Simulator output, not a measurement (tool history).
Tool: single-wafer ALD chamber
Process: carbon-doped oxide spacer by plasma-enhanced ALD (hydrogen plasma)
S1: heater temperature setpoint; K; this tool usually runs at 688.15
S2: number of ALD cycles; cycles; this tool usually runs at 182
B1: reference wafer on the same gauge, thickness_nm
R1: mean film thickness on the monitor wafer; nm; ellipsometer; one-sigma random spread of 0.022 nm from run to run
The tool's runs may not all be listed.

Run 1, day 0.000: usual settings but S1 682.15 K; B1 8.730. Result: R1 8.149 nm.
Run 2, day 0.479: usual settings; B1 8.730. Result: R1 7.973 nm.
Run 3, day 1.004: usual settings; B1 8.730. Result: R1 7.979 nm.
Run 4, day 1.296: usual settings but S1 677.15 K; B1 8.731. Result: R1 8.269 nm.
Run 5, day 1.733: usual settings but S2 204 cycles; B1 8.730. Result: R1 8.930 nm.
Run 6, day 2.050: usual settings but S2 204 cycles; B1 8.735. Result: R1 8.934 nm.
Run 7, day 2.642: usual settings but S2 204 cycles; B1 8.731. Result: R1 8.909 nm.
Run 8, day 3.371: usual settings; B1 8.732. Result: R1 7.969 nm.
Run 9, day 4.029: usual settings; B1 8.730. Result: R1 7.949 nm.
Run 10, day 4.354: usual settings; B1 8.730. Result: R1 7.968 nm.
Run 11, day 5.004: usual settings; B1 8.732. Result: R1 7.976 nm.
Run 12, day 5.275: usual settings; B1 8.730. Result: R1 7.959 nm.
Run 13, day 5.633: usual settings but S1 693.15 K, S2 161 cycles; B1 8.730. Result: R1 6.883 nm.
Run 14, day 6.171: usual settings but S1 693.15 K, S2 161 cycles; B1 8.729. Result: R1 6.899 nm.
Run 15, day 6.692: usual settings; B1 8.730. Result: R1 7.969 nm.
Run 16, day 7.058: usual settings; B1 8.729. Result: R1 7.957 nm.
Run 17, day 7.317: usual settings; B1 8.733. Result: R1 7.953 nm.
Run 18, day 7.979: usual settings but S2 193 cycles; B1 8.726. Result: R1 8.397 nm.
Run 19, day 8.608: usual settings but S2 193 cycles; B1 8.736. Result: R1 8.447 nm.
Run 20, day 9.250: usual settings but S2 193 cycles; B1 8.730. Result: R1 8.374 nm.
Run 21, day 9.921: usual settings; B1 8.728. Result: R1 7.931 nm.
Run 22, day 10.242: usual settings; B1 8.733. Result: R1 7.937 nm.
Run 23, day 11.117: usual settings but S1 694.15 K, S2 168 cycles; B1 8.733. Result: R1 7.307 nm.
Run 24, day 11.433: usual settings but S1 675.15 K; B1 8.728. Result: R1 8.467 nm.
Run 25, day 11.971: usual settings; B1 8.730. Result: R1 8.095 nm.
Run 26, day 12.496: usual settings but S1 699.15 K, S2 164 cycles; B1 8.729. Result: R1 7.025 nm.
Run 27, day 13.100: usual settings but S1 695.15 K; B1 8.728. Result: R1 7.918 nm.
Run 28, day 14.546: usual settings; B1 8.728. Result: R1 8.087 nm.
Run 29, day 14.867: usual settings but S1 684.15 K; B1 8.729. Result: R1 8.195 nm.
Run 30, day 15.525: usual settings; B1 8.727. Result: R1 8.090 nm.
Run 31, day 15.858: usual settings but S1 682.15 K; B1 8.728. Result: R1 8.252 nm.
Run 32, day 16.604: usual settings but S1 683.15 K, S2 158 cycles; B1 8.725. Result: R1 7.133 nm.
Run 33, day 17.333: usual settings but S2 192 cycles; B1 8.731. Result: R1 8.533 nm.
Run 34, day 17.646: usual settings but S2 200 cycles; B1 8.732. Result: R1 8.880 nm.
Run 35, day 19.062: usual settings but S1 696.15 K, S2 198 cycles; B1 8.731. Result: R1 8.496 nm.
Run 36, day 19.533: usual settings but S1 674.15 K, S2 196 cycles; B1 8.728. Result: R1 9.155 nm.
Run 37, day 20.004: usual settings but S1 697.15 K, S2 200 cycles; B1 8.733. Result: R1 8.578 nm.
Run 38, day 20.450: usual settings; B1 8.730. Result: R1 8.095 nm.
Run 39, day 20.717: usual settings but S1 681.15 K; B1 8.731. Result: R1 8.276 nm.
Run 40, day 21.000: usual settings but S1 673.15 K; B1 8.733. Result: R1 8.487 nm.
Run 41, day 21.358: usual settings but S1 681.15 K, S2 157 cycles; B1 8.729. Result: R1 7.125 nm.
Run 42, day 21.988: usual settings but S1 679.15 K, S2 147 cycles; B1 8.729. Result: R1 6.727 nm.
Run 43, day 22.362: usual settings but S1 696.15 K, S2 198 cycles; B1 8.729. Result: R1 8.521 nm.
Run 44, day 23.083: usual settings; B1 8.732. Result: R1 8.052 nm.
Run 45, day 23.717: usual settings; B1 8.726. Result: R1 8.084 nm.
Run 46, day 23.975: usual settings but S1 674.15 K, S2 199 cycles; B1 8.732. Result: R1 9.237 nm.

Put back what was entered between runs (3 entries, withheld): which listed runs does each sit between, and how does the hidden state differ from the listed run before to the listed run after?
From run 16 to run 17: gauge calibrated (day 7.271)
  wafer temperature above the value expected at the setpoint (K): 5.39 -> 5.43
  measured minus no-state result, R1: -0.154 -> -0.155 nm
From run 22 to run 23: thermocouple changed; heater temperature recalibrated (day 10.792)
  wafer temperature above the value expected at the setpoint (K): 5.85 -> -0.251
  measured minus no-state result, R1: -0.169 -> +0.007 nm
From run 41 to run 42: gauge calibrated (day 21.733)
  wafer temperature above the value expected at the setpoint (K): 1.24 -> 1.33
  measured minus no-state result, R1: -0.031 -> -0.031 nm
